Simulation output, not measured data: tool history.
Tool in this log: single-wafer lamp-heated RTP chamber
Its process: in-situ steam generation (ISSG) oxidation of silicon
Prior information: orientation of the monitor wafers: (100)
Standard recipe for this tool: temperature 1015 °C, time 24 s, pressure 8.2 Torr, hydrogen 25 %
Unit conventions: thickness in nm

run	hour	temperature	time	pressure	hydrogen	wafers since the last listed run	wafers since the last pyrometer calibration	hours since the pressure gauge was zeroed	hours since the hydrogen flow controller was replaced	hours since the gauge calibration	read-back reference wafer on the same gauge, thickness	thickness
1	0.0	1015	28	9.3	25	0	2845	2943.7	3497.0	277.3	5.976	7.363
2	28.7	1028	24	8.2	25	309	3154	2972.4	3525.7	306.0	5.974	7.361
3	58.5	1015	24	8.2	27	321	3475	3002.2	3555.5	335.8	5.982	7.054
# hour 72.2: pyrometer window cleaned and pyrometer calibrated
4	81.1	1015	24	8.2	27	157	96	3024.8	3578.1	358.4	5.985	7.041
5	107.5	1015	24	8.2	25	284	380	3051.2	3604.5	384.8	5.985	6.876
# hour 123.5: hydrogen flow controller replaced
6	130.8	1015	24	8.2	25	164	545	3074.5	7.3	408.1	5.996	6.872
7	222.1	1029	19	8.2	25	984	1529	3165.8	98.6	499.4	6.005	6.610
# hour 238.5: pressure gauge zeroed
8	255.2	1015	24	8.2	20	270	1800	16.7	131.7	532.5	6.000	6.533
9	285.7	1015	28	9.2	28	328	2129	47.2	162.2	563.0	6.002	7.622
10	305.1	1015	20	8.2	25	209	2338	66.6	181.6	582.4	6.007	6.283
11	338.6	1015	24	8.2	25	361	2699	100.1	215.1	615.9	6.012	6.893
12	361.3	1015	18	8.2	17	244	2943	122.8	237.8	638.6	6.019	5.564
13	394.4	1015	24	8.2	31	356	3300	155.9	270.9	671.7	6.018	7.326
14	420.7	1015	24	8.2	25	283	3584	182.2	297.2	698.0	6.011	6.951
# hour 424.9: gauge calibrated
# hour 433.9: pyrometer window cleaned and pyrometer calibrated
15	453.2	1028	20	7.1	25	264	208	214.7	329.7	28.3	5.879	6.603
16	484.1	1015	24	8.2	25	333	541	245.6	360.6	59.2	5.901	6.820
17	511.9	1000	21	9.4	25	299	840	273.4	388.4	87.0	5.914	5.916
18	532.2	1015	24	8.2	25	218	1059	293.7	408.7	107.3	5.930	6.859
19	551.9	998	24	7.7	25	212	1271	313.4	428.4	127.0	5.932	6.320
20	575.9	998	24	8.2	25	258	1530	337.4	452.4	151.0	5.943	6.329
21	597.4	1015	22	8.2	25	231	1762	358.9	473.9	172.5	5.954	6.538
22	610.0	1015	24	9.3	20	135	1898	371.5	486.5	185.1	5.955	6.478
23	641.4	1015	21	9.7	25	338	2236	402.9	517.9	216.5	5.968	6.377
24	714.7	1035	24	8.2	25	790	3026	476.2	591.2	289.8	5.985	7.640
25	743.8	1015	24	8.2	25	313	3340	505.3	620.3	318.9	5.986	6.877
26	771.3	1034	24	8.2	32	296	3636	532.8	647.8	346.4	5.996	8.067
27	783.3	1015	14	8.2	25	129	3766	544.8	659.8	358.4	5.997	5.364
28	807.2	1015	20	8.7	25	257	4023	568.7	683.7	382.3	5.999	6.248
# hour 823.8: pyrometer window cleaned and pyrometer calibrated
29	825.6	1001	30	7.2	25	112	19	587.1	702.1	400.7	6.004	7.215
30	853.8	1015	18	7.5	17	303	323	615.3	730.3	428.9	6.004	5.492

Take each entry between the runs: how does the hidden state at the last listed run before it differ from the hidden state at the first listed run after it?
After run 3, before run 4: pyrometer window cleaned and pyrometer calibrated (hour 72.2)
  gauge reads high (%): 2.11 -> 2.17
  measured result minus the result with no hidden state, thickness: +0.145 -> +0.150 nm
After run 5, before run 6: hydrogen flow controller replaced (hour 123.5)
  gauge reads high (%): 2.24 -> 2.29
  measured result minus the result with no hidden state, thickness: +0.151 -> +0.154 nm
After run 7, before run 8: pressure gauge zeroed (hour 238.5)
  gauge reads high (%): 2.45 -> 2.49
  measured result minus the result with no hidden state, thickness: +0.158 -> +0.159 nm
After run 14, before run 15: gauge calibrated (hour 424.9); pyrometer window cleaned and pyrometer calibrated (hour 433.9)
  gauge reads high (%): 2.64 -> 0.359
  measured result minus the result with no hidden state, thickness: +0.179 -> +0.024 nm
After run 28, before run 29: pyrometer window cleaned and pyrometer calibrated (hour 823.8)
  gauge reads high (%): 2.37 -> 2.41
  measured result minus the result with no hidden state, thickness: +0.145 -> +0.169 nm

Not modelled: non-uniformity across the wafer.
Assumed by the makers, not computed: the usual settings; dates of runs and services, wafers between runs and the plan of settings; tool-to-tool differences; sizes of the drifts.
